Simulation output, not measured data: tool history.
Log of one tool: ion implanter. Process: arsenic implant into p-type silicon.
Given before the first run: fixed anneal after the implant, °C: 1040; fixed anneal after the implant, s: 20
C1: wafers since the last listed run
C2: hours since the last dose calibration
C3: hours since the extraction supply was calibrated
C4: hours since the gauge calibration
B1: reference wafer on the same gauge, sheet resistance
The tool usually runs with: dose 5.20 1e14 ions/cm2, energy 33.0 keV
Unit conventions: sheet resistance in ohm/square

run 1 hour=0.0 | dose=5.20 energy=29.0 | C1=0 C2=1679.8 C3=4920.5 C4=210.3 | B1=147.05 | sheet_resistance=184.80
run 2 hour=8.9 | dose=5.20 energy=33.0 | C1=171 C2=1688.7 C3=4929.4 C4=219.2 | B1=147.05 | sheet_resistance=181.47
run 3 hour=16.1 | dose=5.20 energy=33.0 | C1=138 C2=1695.9 C3=4936.6 C4=226.4 | B1=146.91 | sheet_resistance=181.91
run 4 hour=33.7 | dose=5.20 energy=33.0 | C1=339 C2=1713.5 C3=4954.2 C4=244.0 | B1=147.12 | sheet_resistance=181.23
run 5 hour=44.6 | dose=5.20 energy=33.0 | C1=210 C2=1724.4 C3=4965.1 C4=254.9 | B1=147.12 | sheet_resistance=180.49
run 6 hour=61.3 | dose=5.20 energy=33.0 | C1=321 C2=1741.1 C3=4981.8 C4=271.6 | B1=147.01 | sheet_resistance=182.29
run 7 hour=74.5 | dose=5.20 energy=33.0 | C1=254 C2=1754.3 C3=4995.0 C4=284.8 | B1=146.99 | sheet_resistance=181.23
run 8 hour=81.0 | dose=5.20 energy=33.0 | C1=125 C2=1760.8 C3=5001.5 C4=291.3 | B1=147.01 | sheet_resistance=181.40
-- hour=89.8 gauge calibrated
run 9 hour=92.6 | dose=5.20 energy=33.0 | C1=223 C2=1772.4 C3=5013.1 C4=2.8 | B1=147.10 | sheet_resistance=181.22
run 10 hour=102.0 | dose=5.20 energy=33.0 | C1=181 C2=1781.8 C3=5022.5 C4=12.2 | B1=146.97 | sheet_resistance=181.74
run 11 hour=115.3 | dose=5.74 energy=33.0 | C1=256 C2=1795.1 C3=5035.8 C4=25.5 | B1=147.01 | sheet_resistance=168.07
-- hour=130.4 extraction supply calibrated
-- hour=140.6 Faraday cup replaced and dose calibrated
run 12 hour=154.8 | dose=5.74 energy=33.0 | C1=452 C2=14.2 C3=24.4 C4=65.0 | B1=147.06 | sheet_resistance=168.74
run 13 hour=164.8 | dose=5.61 energy=41.5 | C1=192 C2=24.2 C3=34.4 C4=75.0 | B1=147.08 | sheet_resistance=165.99
run 14 hour=173.9 | dose=4.27 energy=30.0 | C1=175 C2=33.3 C3=43.5 C4=84.1 | B1=147.04 | sheet_resistance=213.55
run 15 hour=181.0 | dose=6.05 energy=23.5 | C1=136 C2=40.4 C3=50.6 C4=91.2 | B1=147.07 | sheet_resistance=168.84
run 16 hour=187.6 | dose=5.20 energy=33.0 | C1=127 C2=47.0 C3=57.2 C4=97.8 | B1=146.91 | sheet_resistance=181.11

The next listed run, before its measurement:
run 17 hour=195.6 | dose=5.64 energy=30.0 | C1=154 C2=55.0 C3=65.2 C4=105.8 | B1=? | sheet_resistance=?

Run 17 measured B1 147.11, sheet resistance 174.11 ohm/square.
On a tool with no hidden condition, and with the same random variation, this run would have come out at sheet resistance 174.11 ohm/square.
